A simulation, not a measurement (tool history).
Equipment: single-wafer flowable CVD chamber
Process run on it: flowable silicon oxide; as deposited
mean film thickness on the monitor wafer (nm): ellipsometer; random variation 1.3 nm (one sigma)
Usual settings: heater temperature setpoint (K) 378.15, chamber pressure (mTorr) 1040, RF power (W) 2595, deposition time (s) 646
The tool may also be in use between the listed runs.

run    hour  heater temperature setpoint (K)  chamber pressure (mTorr)  RF power (W)  deposition time (s)  wafers since the last listed run  hours since the last thermocouple change  hours since the last RF generator calibration  hours since the last manometer calibration  hours since the showerhead was replaced  hours since the gauge calibration  read-back reference wafer on the same gauge, thickness_nm  mean film thickness on the monitor wafer (nm)
  1     0.0                           378.15                      1040          2595                  646                                 0                                    1419.7                                          780.1                                      1200.1                                   5905.0                             1358.3                                                    540.126                                        454.111
  2    91.3                           378.15                      1040          2595                  646                               198                                    1511.0                                          871.4                                      1291.4                                   5996.3                             1449.6                                                    541.367                                        453.206
  3   141.0                           378.15                      1040          2595                  646                               107                                    1560.7                                          921.1                                      1341.1                                   6046.0                             1499.3                                                    541.867                                        455.258
  4   217.7                           378.15                      1040          2595                  646                               166                                    1637.4                                          997.8                                      1417.8                                   6122.7                             1576.0                                                    542.624                                        454.678
  5   265.7                           378.15                      1040          2595                  646                               104                                    1685.4                                         1045.8                                      1465.8                                   6170.7                             1624.0                                                    541.675                                        456.587
  6   305.7                           378.15                       860          2595                  646                                86                                    1725.4                                         1085.8                                      1505.8                                   6210.7                             1664.0                                                    542.811                                        372.671
  7   365.5                           378.15                       860          2595                  646                               129                                    1785.2                                         1145.6                                      1565.6                                   6270.5                             1723.8                                                    542.468                                        374.597
  8   427.5                           378.15                       870          2595                  646                               134                                    1847.2                                         1207.6                                      1627.6                                   6332.5                             1785.8                                                    543.605                                        378.571
  9   491.8                           378.15                       870          2595                  646                               139                                    1911.5                                         1271.9                                      1691.9                                   6396.8                             1850.1                                                    543.716                                        381.768
 10   582.1                           378.15                       870          2595                  646                               195                                    2001.8                                         1362.2                                      1782.2                                   6487.1                             1940.4                                                    543.587                                        380.662
 11   632.1                           378.15                      1040          2595                  646                               108                                    2051.8                                         1412.2                                      1832.2                                   6537.1                             1990.4                                                    545.426                                        456.926
 12   714.0                           378.15                      1040          2595                  646                               177                                    2133.7                                         1494.1                                      1914.1                                   6619.0                             2072.3                                                    544.444                                        456.081
 13   758.3                           378.15                      1040          2595                  646                                96                                    2178.0                                         1538.4                                      1958.4                                   6663.3                             2116.6                                                    545.235                                        454.971
      837.1  -- showerhead replaced
 14   850.2                           390.15                      1140          2595                  602                               181                                    2269.9                                         1630.3                                      2050.3                                     13.1                             2208.5                                                    546.829                                        314.922
 15   950.0                           378.15                       930          2350                  646                               216                                    2369.7                                         1730.1                                      2150.1                                    112.9                             2308.3                                                    546.784                                        405.575
 16  1013.0                           378.15                      1040          3105                  591                               136                                    2432.7                                         1793.1                                      2213.1                                    175.9                             2371.3                                                    547.010                                        424.235
     1056.4  -- thermocouple changed; heater temperature recalibrated
 17  1066.7                           378.15                      1040          2990                  646                                99                                      10.3                                         1846.8                                      2266.8                                    229.6                             2425.0                                                    547.290                                        461.651
 18  1115.5                           378.15                      1040          2595                  646                               105                                      59.1                                         1895.6                                      2315.6                                    278.4                             2473.8                                                    547.373                                        458.501
     1127.5  -- gauge calibrated
     1134.7  -- RF generator calibrated
 19  1318.5                           369.15                      1040          2415                  646                               422                                     262.1                                          183.8                                      2518.6                                    481.4                              191.0                                                    530.918                                        598.456
     1332.8  -- capacitance manometer re-zeroed and calibrated
 20  1374.1                           390.15                      1040          2595                  646                               103                                     317.7                                          239.4                                        41.3                                    537.0                              246.6                                                    531.345                                        299.692
 21  1439.6                           372.15                      1040          2595                  646                               142                                     383.2                                          304.9                                       106.8                                    602.5                              312.1                                                    531.805                                        548.810
 22  1521.4                           378.15                      1040          2595                  646                               177                                     465.0                                          386.7                                       188.6                                    684.3                              393.9                                                    532.384                                        447.402

Expected results for the next run?
 23  1612.0                           392.15                      1040          2205                  646                               196                                     555.6                                          477.3                                       279.2                                    774.9                              484.5                                                          ?                                              ?

{"run 23": {"read-back reference wafer on the same gauge, thickness_nm": 532.972, "mean film thickness on the monitor wafer (nm)": 278.829}}
Minus the tool's unlogged condition, the same run would have read mean film thickness on the monitor wafer (nm) 277.404.

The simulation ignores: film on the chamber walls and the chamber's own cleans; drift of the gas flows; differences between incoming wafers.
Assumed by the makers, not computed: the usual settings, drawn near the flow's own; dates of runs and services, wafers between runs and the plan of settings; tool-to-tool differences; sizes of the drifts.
